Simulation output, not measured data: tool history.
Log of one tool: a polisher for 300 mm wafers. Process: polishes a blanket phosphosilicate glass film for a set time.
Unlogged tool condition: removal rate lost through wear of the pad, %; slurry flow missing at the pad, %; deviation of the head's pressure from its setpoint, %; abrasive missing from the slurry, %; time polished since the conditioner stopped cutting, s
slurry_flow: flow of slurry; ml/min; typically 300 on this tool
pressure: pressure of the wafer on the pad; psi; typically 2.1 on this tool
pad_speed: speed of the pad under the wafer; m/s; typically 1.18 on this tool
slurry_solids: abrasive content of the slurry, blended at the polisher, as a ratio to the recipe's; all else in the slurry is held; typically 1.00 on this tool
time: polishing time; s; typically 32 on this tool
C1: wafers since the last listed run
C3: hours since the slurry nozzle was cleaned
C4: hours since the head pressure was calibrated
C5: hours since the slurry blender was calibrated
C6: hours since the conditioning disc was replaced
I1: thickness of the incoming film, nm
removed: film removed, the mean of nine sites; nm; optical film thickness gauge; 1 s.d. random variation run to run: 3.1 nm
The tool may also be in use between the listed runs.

Run 1, day 0.000: usual settings but slurry_flow 375 ml/min; C1 0; wafers polished on this pad 611; C3 396.5; C4 747.4; C5 3.2; C6 72.2; I1 2005.5. Result: removed 240.4 nm.
Run 2, day 1.596: usual settings; C1 334; wafers polished on this pad 946; C3 434.8; C4 785.7; C5 41.5; C6 110.5; I1 2002.1. Result: removed 237.8 nm.
At day 3.946: worn pad replaced by a new one.
Run 3, day 6.071: usual settings but pad_speed 1.02 m/s; C1 904; wafers polished on this pad 445; C3 542.2; C4 893.1; C5 148.9; C6 217.9; I1 1988.2. Result: removed 209.5 nm.
At day 6.288: conditioning disc replaced and pad reconditioned.
At day 7.933: slurry blender recalibrated.
Run 4, day 9.146: usual settings but pad_speed 1.02 m/s; C1 610; wafers polished on this pad 1056; C3 616.0; C4 966.9; C5 29.1; C6 68.6; I1 2014.6. Result: removed 212.9 nm.
At day 10.346: worn pad replaced by a new one.
At day 11.233: head pressure recalibrated.
Run 5, day 12.004: usual settings but pad_speed 1.02 m/s; C1 547; wafers polished on this pad 330; C3 684.6; C4 18.5; C5 97.7; C6 137.2; I1 1977.7. Result: removed 219.7 nm.
At day 12.192: slurry nozzle cleaned.
Run 6, day 13.992: usual settings; C1 408; wafers polished on this pad 738; C3 43.2; C4 66.2; C5 145.4; C6 184.9; I1 2005.1. Result: removed 249.1 nm.
At day 14.271: slurry blender recalibrated.
Run 7, day 16.433: usual settings; C1 494; wafers polished on this pad 1233; C3 101.8; C4 124.8; C5 51.9; C6 243.5; I1 1975.7. Result: removed 248.8 nm.
At day 17.371: conditioning disc replaced and pad reconditioned.
At day 18.254: worn pad replaced by a new one.
Run 8, day 18.646: usual settings but slurry_flow 375 ml/min, pressure 1.5 psi; C1 411; wafers polished on this pad 81; C3 154.9; C4 177.9; C5 105.0; C6 30.6; I1 1969.5. Result: removed 178.9 nm.
At day 20.296: slurry blender recalibrated.
Run 9, day 23.100: usual settings; C1 917; wafers polished on this pad 999; C3 261.8; C4 284.8; C5 67.3; C6 137.5; I1 1972.7. Result: removed 240.3 nm.
Run 10, day 25.562: usual settings but slurry_solids 1.15; C1 516; wafers polished on this pad 1515; C3 320.9; C4 343.9; C5 126.4; C6 196.6; I1 1951.0. Result: removed 259.3 nm.

Run 11 is up next; what results do you expect?
At day 26.100: worn pad replaced by a new one, of another model than before.
At day 27.271: slurry blender recalibrated.
Run 11, day 27.675: usual settings but pressure 2.5 psi; C1 390; wafers polished on this pad 312; C3 371.6; C4 394.6; C5 9.7; C6 247.3; I1 1992.3. Result: removed ?.

{"run 11": {"removed": 267.1}}
Were there no unlogged condition in the tool, this run, its random variation unchanged, would have produced removed 269.8 nm.

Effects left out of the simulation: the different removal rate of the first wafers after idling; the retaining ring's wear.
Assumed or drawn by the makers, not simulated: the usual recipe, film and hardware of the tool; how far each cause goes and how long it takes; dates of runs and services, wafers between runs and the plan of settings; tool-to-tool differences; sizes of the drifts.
